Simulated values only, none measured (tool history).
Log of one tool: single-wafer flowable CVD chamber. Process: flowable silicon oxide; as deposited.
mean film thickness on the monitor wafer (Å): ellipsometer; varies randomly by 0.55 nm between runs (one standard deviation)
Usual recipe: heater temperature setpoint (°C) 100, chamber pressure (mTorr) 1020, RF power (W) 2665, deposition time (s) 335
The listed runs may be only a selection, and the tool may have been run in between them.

run     day  heater temperature setpoint (°C)  chamber pressure (mTorr)  RF power (W)  deposition time (s)  read-back reference wafer on the same gauge, thickness_nm  mean film thickness on the monitor wafer (Å)
  1   0.000                               100                      1020          2665                  335                                                    321.938                                       2704.82
  2   2.425                               100                      1020          2665                  335                                                    321.997                                       2704.91
      4.279  -- showerhead replaced
  3   4.721                               100                      1020          2665                  335                                                    321.803                                       2686.87
  4   6.217                               100                      1020          2665                  335                                                    322.052                                       2688.82
  5   8.829                               100                      1020          2665                  335                                                    321.847                                       2686.41
  6  10.462                                85                      1020          2460                  335                                                    322.160                                       4455.77
  7  12.250                               100                      1020          2665                  335                                                    322.103                                       2693.54
  8  13.596                               100                      1020          2665                  335                                                    321.803                                       2679.53
  9  15.721                                91                      1020          2215                  335                                                    322.175                                       3495.27
     18.142  -- RF generator calibrated
 10  18.162                               107                      1020          2665                  309                                                    322.141                                       1931.46
     18.712  -- capacitance manometer re-zeroed and calibrated
 11  19.058                               100                      1020          2665                  335                                                    321.795                                       2722.91
     20.029  -- thermocouple changed; heater temperature recalibrated
 12  21.367                               105                       860          2515                  335                                                    322.194                                       1877.00
 13  24.433                                91                      1020          2665                  369                                                    321.697                                       4162.53
 14  26.229                               100                      1020          2665                  335                                                    321.754                                       2718.05
 15  28.571                                86                      1120          2930                  281                                                    322.187                                       4146.03
 16  30.483                               100                       880          2665                  335                                                    322.047                                       2343.79
 17  33.196                               100                      1020          2375                  335                                                    321.869                                       2632.44
 18  35.142                               100                      1020          2665                  335                                                    321.887                                       2711.12
 19  38.038                               100                      1250          2220                  335                                                    321.993                                       3122.18
 20  39.279                               100                       860          2525                  390                                                    322.045                                       2630.21
 21  41.467                               100                      1020          2820                  335                                                    322.346                                       2743.65
 22  44.371                                89                      1020          2665                  335                                                    322.074                                       4014.20
 23  46.962                               112                      1260          2205                  335                                                    322.012                                       2005.97
 24  48.783                               110                      1020          2515                  309                                                    321.924                                       1696.85
 25  50.942                                95                      1020          2665                  335                                                    321.784                                       3228.08
 26  52.658                               100                      1020          2665                  335                                                    321.893                                       2688.24
 27  53.862                               100                      1020          2665                  394                                                    322.018                                       3163.17

Alternative continuations, all from the tool just after run 27; predict every row:
  A  53.883                               114                      1020          2665                  335                                                          ?                                             ?
  B  53.883                               106                       860          2665                  364                                                          ?                                             ?
  C  53.883                               100                      1020          2195                  335                                                          ?                                             ?
  D  53.883                               100                       870          3185                  279                                                          ?                                             ?
  E  53.883                                96                      1020          2665                  335                                                          ?                                             ?

run  read-back reference wafer on the same gauge, thickness_nm  mean film thickness on the monitor wafer (Å)
  A                                                    321.786                                       1625.86
  B                                                    321.786                                       1973.70
  C                                                    321.786                                       2528.77
  D                                                    321.786                                       1969.01
  E                                                    321.786                                       3112.07
Without the tool's unlogged condition, the same runs would have read:
run  mean film thickness on the monitor wafer (Å)
  A                                       1647.96
  B                                       2000.53
  C                                       2591.74
  D                                       1980.92
  E                                       3154.37
